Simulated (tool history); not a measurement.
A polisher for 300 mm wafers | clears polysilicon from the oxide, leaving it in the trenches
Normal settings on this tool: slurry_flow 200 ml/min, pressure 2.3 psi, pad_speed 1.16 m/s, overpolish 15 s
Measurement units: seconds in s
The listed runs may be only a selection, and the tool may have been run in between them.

| run | hour | slurry_flow | pressure | pad_speed | overpolish | incoming thickness of the incoming film, nm | seconds |
|---|---|---|---|---|---|---|---|
| 1 | 0.0 | 200 | 2.5 | 1.16 | 15 | 415.2 | 26.5 |
| 2 | 11.7 | 200 | 2.5 | 1.16 | 15 | 423.0 | 26.7 |
| 3 | 22.4 | 200 | 2.5 | 1.16 | 15 | 411.4 | 25.7 |
|  | 29.7 | worn pad replaced by a new one |
| 4 | 30.2 | 200 | 2.3 | 1.16 | 15 | 423.8 | 29.4 |
| 5 | 39.6 | 200 | 2.3 | 1.16 | 15 | 422.0 | 29.0 |
| 6 | 55.8 | 200 | 2.3 | 1.16 | 15 | 425.2 | 29.4 |
| 7 | 70.1 | 200 | 2.3 | 1.16 | 9 | 428.4 | 29.9 |
| 8 | 79.2 | 200 | 2.3 | 1.32 | 11 | 420.8 | 27.0 |
| 9 | 103.8 | 200 | 2.3 | 1.32 | 11 | 422.0 | 27.0 |
|  | 108.0 | worn pad replaced by a new one |
| 10 | 113.5 | 200 | 2.3 | 1.16 | 20 | 418.6 | 29.9 |
| 11 | 127.0 | 200 | 2.3 | 1.16 | 20 | 421.8 | 29.6 |
| 12 | 137.2 | 270 | 1.9 | 1.36 | 22 | 425.5 | 30.8 |
|  | 142.6 | head pressure recalibrated |
| 13 | 145.4 | 200 | 2.3 | 1.16 | 15 | 420.1 | 30.6 |
| 14 | 157.7 | 200 | 2.3 | 1.16 | 10 | 417.6 | 30.7 |
| 15 | 170.1 | 260 | 2.6 | 1.16 | 15 | 421.2 | 25.3 |
|  | 179.4 | worn pad replaced by a new one, of another model than before |
|  | 180.0 | slurry nozzle cleaned |
| 16 | 180.5 | 165 | 2.8 | 1.16 | 20 | 416.0 | 24.7 |
| 17 | 196.6 | 140 | 2.3 | 1.16 | 15 | 424.0 | 31.1 |
| 18 | 210.4 | 230 | 2.3 | 1.16 | 15 | 417.6 | 25.7 |
| 19 | 224.7 | 200 | 2.3 | 1.16 | 15 | 422.4 | 27.9 |
| 20 | 241.0 | 200 | 2.3 | 1.40 | 11 | 419.2 | 23.0 |
|  | 255.3 | worn pad replaced by a new one |
| 21 | 255.8 | 235 | 2.7 | 0.82 | 12 | 427.5 | 34.0 |

Estimate the outcome of run 22 from the log above:
| 22 | 262.0 | 140 | 2.8 | 1.00 | 15 | 417.1 | ? |

{"run 22": {"seconds": 32.6}}
If the tool had no hidden condition, the same run with the same run-to-run variation would have returned seconds 31.1 s.
